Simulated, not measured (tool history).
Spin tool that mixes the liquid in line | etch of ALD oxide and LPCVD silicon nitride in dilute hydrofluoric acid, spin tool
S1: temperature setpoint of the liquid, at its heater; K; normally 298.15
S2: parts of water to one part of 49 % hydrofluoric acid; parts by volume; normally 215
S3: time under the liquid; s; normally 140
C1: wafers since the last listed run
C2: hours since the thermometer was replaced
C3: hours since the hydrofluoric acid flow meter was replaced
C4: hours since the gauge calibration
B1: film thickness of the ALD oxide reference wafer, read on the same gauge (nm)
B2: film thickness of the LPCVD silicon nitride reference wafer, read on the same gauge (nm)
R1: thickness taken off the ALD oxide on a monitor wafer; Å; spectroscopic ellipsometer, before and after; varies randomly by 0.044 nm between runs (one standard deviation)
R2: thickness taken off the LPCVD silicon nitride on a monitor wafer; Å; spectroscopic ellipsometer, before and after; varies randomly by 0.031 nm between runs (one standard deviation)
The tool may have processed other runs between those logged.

| run | hour | S1 | S2 | S3 | C1 | C2 | C3 | C4 | B1 | B2 | R1 | R2 |
|---|---|---|---|---|---|---|---|---|---|---|---|---|
| 1 | 0.0 | 298.15 | 215 | 140 | 0 | 922.9 | 368.1 | 114.5 | 150.03 | 129.973 | 65.0 | 4.35 |
| 2 | 36.3 | 298.15 | 215 | 140 | 226 | 959.2 | 404.4 | 150.8 | 149.99 | 129.978 | 65.7 | 3.17 |
| 3 | 86.3 | 298.15 | 215 | 140 | 311 | 1009.2 | 454.4 | 200.8 | 149.96 | 130.009 | 65.5 | 3.21 |
| 4 | 119.2 | 298.15 | 295 | 140 | 204 | 1042.1 | 487.3 | 233.7 | 150.00 | 130.005 | 43.9 | 2.74 |
| 5 | 187.9 | 298.15 | 295 | 140 | 428 | 1110.8 | 556.0 | 302.4 | 149.98 | 130.015 | 44.7 | 2.74 |
| 6 | 234.9 | 300.65 | 165 | 140 | 292 | 1157.8 | 603.0 | 349.4 | 149.96 | 129.986 | 101.1 | 6.47 |
| 7 | 306.7 | 300.65 | 165 | 140 | 447 | 1229.6 | 674.8 | 421.2 | 149.98 | 130.006 | 100.4 | 4.90 |
|  | 347.3 | hydrofluoric acid flow meter replaced |
| 8 | 375.0 | 298.15 | 215 | 185 | 419 | 1297.9 | 27.7 | 489.5 | 150.01 | 130.009 | 93.3 | 5.93 |
| 9 | 438.1 | 298.15 | 215 | 185 | 393 | 1361.0 | 90.8 | 552.6 | 150.03 | 130.020 | 94.0 | 4.85 |
|  | 452.5 | gauge calibrated |
| 10 | 466.5 | 298.15 | 215 | 140 | 176 | 1389.4 | 119.2 | 14.0 | 150.00 | 129.985 | 70.2 | 4.62 |
| 11 | 493.7 | 298.15 | 215 | 140 | 169 | 1416.6 | 146.4 | 41.2 | 150.00 | 130.017 | 70.4 | 4.30 |
|  | 521.3 | hydrofluoric acid flow meter replaced, repeated, since the last time left the tool worse |
|  | 525.1 | thermometer replaced |
| 12 | 540.4 | 293.15 | 255 | 200 | 278 | 15.3 | 19.1 | 87.9 | 149.99 | 129.992 | 62.4 | 3.47 |
| 13 | 564.8 | 301.15 | 175 | 70 | 152 | 39.7 | 43.5 | 112.3 | 149.97 | 130.008 | 47.0 | 2.78 |
| 14 | 612.7 | 303.15 | 150 | 185 | 298 | 87.6 | 91.4 | 160.2 | 150.01 | 130.028 | 158.4 | 10.18 |
| 15 | 667.7 | 298.15 | 215 | 170 | 342 | 142.6 | 146.4 | 215.2 | 149.99 | 130.000 | 79.2 | 4.64 |
| 16 | 718.9 | 298.15 | 215 | 140 | 319 | 193.8 | 197.6 | 266.4 | 149.99 | 130.001 | 64.9 | 3.58 |
| 17 | 765.4 | 298.15 | 215 | 140 | 289 | 240.3 | 244.1 | 312.9 | 150.04 | 129.999 | 66.0 | 3.92 |
| 18 | 833.3 | 298.15 | 215 | 140 | 423 | 308.2 | 312.0 | 380.8 | 149.97 | 129.998 | 65.8 | 4.06 |
| 19 | 866.9 | 298.15 | 215 | 140 | 209 | 341.8 | 345.6 | 414.4 | 150.03 | 129.987 | 65.2 | 4.10 |
| 20 | 919.5 | 294.15 | 285 | 65 | 327 | 394.4 | 398.2 | 467.0 | 150.01 | 129.984 | 18.6 | 0.95 |
| 21 | 973.0 | 303.15 | 215 | 140 | 333 | 447.9 | 451.7 | 520.5 | 150.00 | 130.003 | 78.6 | 4.99 |
| 22 | 1043.3 | 300.15 | 215 | 140 | 438 | 518.2 | 522.0 | 590.8 | 150.01 | 129.993 | 71.5 | 4.31 |

For each entry between runs, how does the tool's hidden state at the last listed run before it compare with that at the first listed run after it?
Run 7 -> run 8: hydrofluoric acid flow meter replaced (hour 347.3)
  hydrofluoric acid flow above the setpoint (%): 3.73 -> 8.13
  measured minus no-state result, R1: +4.3 -> +8.5 Å; R2: +0.18 -> +0.44 Å
Run 9 -> run 10: gauge calibrated (hour 452.5)
  hydrofluoric acid flow above the setpoint (%): 8.45 -> 8.59
  measured minus no-state result, R1: +8.9 -> +6.7 Å; R2: +0.37 -> +0.37 Å
Run 11 -> run 12: hydrofluoric acid flow meter replaced, repeated, since the last time left the tool worse (hour 521.3); thermometer replaced (hour 525.1)
  hydrofluoric acid flow above the setpoint (%): 8.73 -> 0.647
  measured minus no-state result, R1: +6.9 -> +0.5 Å; R2: +0.34 -> +0.02 Å
